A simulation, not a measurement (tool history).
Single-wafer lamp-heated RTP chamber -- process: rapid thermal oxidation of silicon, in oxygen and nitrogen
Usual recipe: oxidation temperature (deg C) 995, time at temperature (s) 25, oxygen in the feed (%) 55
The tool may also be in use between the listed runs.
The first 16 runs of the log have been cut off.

run   hour  oxidation temperature (deg C)  time at temperature (s)  oxygen in the feed (%)  read-back reference wafer on the same gauge, thickness  oxide thickness on the monitor wafer (Å)
 17  186.9                           1019                       25                      55                                                    3.52                                     40.04
 18    193                            995                       25                      55                                                   3.521                                     34.42
 19  204.3                           1008                       18                      31                                                   3.521                                     29.04
 20  222.1                            995                       25                      55                                                    3.52                                     34.71
 21  232.2                            995                       14                      55                                                   3.517                                     28.78
 22  242.2                            986                       25                      55                                                   3.522                                     32.77
 23  264.3                            995                       25                      55                                                   3.519                                     34.69
 24  274.9                            995                       25                      55                                                   3.518                                     34.75
 25  287.6                           1007                       32                      79                                                   3.521                                     46.03
 26  301.6                            995                       25                      34                                                   3.522                                     30.74
 27  314.5                           1004                       32                      55                                                   3.521                                     40.15
     333.3  -- pyrometer window cleaned and pyrometer calibrated
 28  333.8                           1011                       25                      84                                                   3.522                                     42.68
 29  347.4                            983                       21                      67                                                   3.517                                     31.55
 30    362                            974                       32                      69                                                   3.518                                     34.93
 31  377.6                            973                       25                      76                                                   3.524                                     32.76
 32  389.6                            995                       15                      64                                                   3.515                                      30.1
 33  404.1                            995                       25                      55                                                   3.519                                     34.39
 34  413.1                            995                       25                      36                                                   3.522                                      30.8
 35    429                           1022                       34                      41                                                    3.52                                     41.66
 36  443.1                            995                       25                      25                                                   3.523                                     28.58
 37  452.2                            982                       25                      55                                                   3.517                                     31.91
 38  464.5                            995                       25                      55                                                   3.524                                     34.35

Estimate the outcome of run 39 from the log above:
 39  509.3                            995                       25                      55                                                       ?                                         ?

read-back reference wafer on the same gauge, thickness: 3.518
oxide thickness on the monitor wafer (Å): 34.5
With the hidden condition absent and the run-to-run variation left alone, this run would have shown oxide thickness on the monitor wafer (Å) 33.91.

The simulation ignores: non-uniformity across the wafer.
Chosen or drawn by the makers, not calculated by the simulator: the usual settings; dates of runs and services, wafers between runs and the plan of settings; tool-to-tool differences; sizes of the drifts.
